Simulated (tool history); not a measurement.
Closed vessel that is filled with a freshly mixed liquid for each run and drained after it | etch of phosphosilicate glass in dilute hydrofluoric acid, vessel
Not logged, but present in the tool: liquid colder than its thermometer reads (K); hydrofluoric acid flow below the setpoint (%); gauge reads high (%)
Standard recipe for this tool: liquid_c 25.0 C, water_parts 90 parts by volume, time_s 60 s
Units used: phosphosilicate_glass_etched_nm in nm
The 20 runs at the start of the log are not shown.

run	day	liquid_c	water_parts	time_s	wafers since the last listed run	hours since the thermometer was replaced	hours since the hydrofluoric acid flow meter was replaced	hours since the gauge calibration	read-back film thickness of the phosphosilicate glass reference wafer, read on the same gauge (nm)	phosphosilicate_glass_etched_nm
21	37.708	27.0	135	50	4333	392.8	76.7	111.0	69.98	44.58
22	39.033	26.5	90	60	2585	424.6	108.5	142.8	70.02	81.44
23	41.542	22.5	90	60	4894	484.8	168.7	203.0	70.11	69.90
24	42.888	23.0	90	60	2626	517.1	201.0	235.3	70.09	71.06
25	44.725	25.0	90	60	3585	561.2	245.1	279.4	70.22	78.48
26	46.892	28.0	70	60	4228	613.2	297.1	331.4	70.27	115.38
27	49.867	25.0	90	60	5805	684.6	368.5	402.8	70.32	76.79
28	51.104	25.0	90	60	2414	714.3	398.2	432.5	70.38	79.08
29	52.950	22.5	75	90	3602	758.6	442.5	476.8	70.51	128.51
30	54.425	25.0	90	60	2878	794.0	477.9	512.2	70.62	77.08
31	56.346	20.5	50	60	3748	840.1	524.0	558.3	70.67	123.33

Here are 5 independent what-if runs from the current tool condition. What would each one return?
A	56.375	25.0	90	60	56	840.8	524.7	559.0	?	?
B	56.375	25.0	120	60	56	840.8	524.7	559.0	?	?
C	56.375	28.0	120	60	56	840.8	524.7	559.0	?	?
D	56.375	25.0	55	60	56	840.8	524.7	559.0	?	?
E	56.375	21.0	90	60	56	840.8	524.7	559.0	?	?

run	read-back film thickness of the phosphosilicate glass reference wafer, read on the same gauge (nm)	phosphosilicate_glass_etched_nm
A	70.67	79.03
B	70.67	57.10
C	70.67	64.01
D	70.67	135.41
E	70.67	67.27
Without the tool's hidden state the same runs would have given:
run	phosphosilicate_glass_etched_nm
A	78.25
B	56.53
C	63.38
D	134.06
E	66.61
